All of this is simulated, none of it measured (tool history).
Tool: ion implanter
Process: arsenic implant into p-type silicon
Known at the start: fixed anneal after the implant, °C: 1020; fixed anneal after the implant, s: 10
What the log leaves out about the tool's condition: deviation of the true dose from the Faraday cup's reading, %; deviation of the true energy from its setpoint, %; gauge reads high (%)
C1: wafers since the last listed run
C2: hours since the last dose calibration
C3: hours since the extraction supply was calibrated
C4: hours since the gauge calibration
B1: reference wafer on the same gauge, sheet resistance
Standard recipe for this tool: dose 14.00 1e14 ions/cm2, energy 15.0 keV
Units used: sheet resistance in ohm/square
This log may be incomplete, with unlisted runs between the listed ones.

run 1 hour=0.0 | dose=14.00 energy=15.0 | C1=0 C2=720.5 C3=2646.8 C4=237.3 | B1=133.98 | sheet_resistance=120.75
-- hour=11.8 gauge calibrated
run 2 hour=16.8 | dose=14.00 energy=15.0 | C1=368 C2=737.3 C3=2663.6 C4=5.0 | B1=134.01 | sheet_resistance=120.78
run 3 hour=29.5 | dose=14.00 energy=15.0 | C1=278 C2=750.0 C3=2676.3 C4=17.7 | B1=133.97 | sheet_resistance=120.95
run 4 hour=45.3 | dose=14.00 energy=15.0 | C1=346 C2=765.8 C3=2692.1 C4=33.5 | B1=133.98 | sheet_resistance=120.82
run 5 hour=81.3 | dose=14.00 energy=15.0 | C1=788 C2=801.8 C3=2728.1 C4=69.5 | B1=134.00 | sheet_resistance=120.92
run 6 hour=112.9 | dose=14.00 energy=15.0 | C1=692 C2=833.4 C3=2759.7 C4=101.1 | B1=134.03 | sheet_resistance=120.57
run 7 hour=125.0 | dose=14.00 energy=15.0 | C1=265 C2=845.5 C3=2771.8 C4=113.2 | B1=134.00 | sheet_resistance=120.76
run 8 hour=142.4 | dose=14.00 energy=15.0 | C1=381 C2=862.9 C3=2789.2 C4=130.6 | B1=134.01 | sheet_resistance=120.61
-- hour=151.3 Faraday cup replaced and dose calibrated
run 9 hour=236.4 | dose=14.00 energy=13.0 | C1=1884 C2=85.1 C3=2883.2 C4=224.6 | B1=134.04 | sheet_resistance=126.59
-- hour=305.4 gauge calibrated
-- hour=307.3 extraction supply calibrated
run 10 hour=327.6 | dose=17.02 energy=15.0 | C1=1822 C2=176.3 C3=20.3 C4=22.2 | B1=134.01 | sheet_resistance=116.38
run 11 hour=352.3 | dose=14.00 energy=15.0 | C1=541 C2=201.0 C3=45.0 C4=46.9 | B1=134.00 | sheet_resistance=121.61
run 12 hour=371.4 | dose=15.42 energy=12.0 | C1=418 C2=220.1 C3=64.1 C4=66.0 | B1=133.98 | sheet_resistance=125.59
run 13 hour=385.0 | dose=11.19 energy=13.5 | C1=297 C2=233.7 C3=77.7 C4=79.6 | B1=134.00 | sheet_resistance=134.08
run 14 hour=414.4 | dose=17.52 energy=12.0 | C1=644 C2=263.1 C3=107.1 C4=109.0 | B1=133.97 | sheet_resistance=122.57
run 15 hour=445.0 | dose=14.00 energy=17.0 | C1=670 C2=293.7 C3=137.7 C4=139.6 | B1=133.99 | sheet_resistance=117.05
run 16 hour=458.0 | dose=14.00 energy=15.0 | C1=284 C2=306.7 C3=150.7 C4=152.6 | B1=133.96 | sheet_resistance=121.20
run 17 hour=477.0 | dose=14.00 energy=12.0 | C1=416 C2=325.7 C3=169.7 C4=171.6 | B1=134.03 | sheet_resistance=128.42
run 18 hour=503.6 | dose=14.00 energy=15.0 | C1=582 C2=352.3 C3=196.3 C4=198.2 | B1=134.04 | sheet_resistance=121.51

Each row is a separate what-if for the run after 18, all from the same tool condition, not one after another. Results?
run A hour=504.0 | dose=16.57 energy=15.0 | C1=8 C2=352.7 C3=196.7 C4=198.6 | B1=? | sheet_resistance=?
run B hour=504.0 | dose=11.12 energy=13.0 | C1=8 C2=352.7 C3=196.7 C4=198.6 | B1=? | sheet_resistance=?
run C hour=504.0 | dose=11.90 energy=10.0 | C1=8 C2=352.7 C3=196.7 C4=198.6 | B1=? | sheet_resistance=?

run=A B1=134.02 sheet_resistance=116.81
run=B B1=134.02 sheet_resistance=135.38
run=C B1=134.02 sheet_resistance=139.87
What these runs would have given with no unlogged condition in the tool:
run=A sheet_resistance=117.36
run=B sheet_resistance=136.55
run=C sheet_resistance=140.89
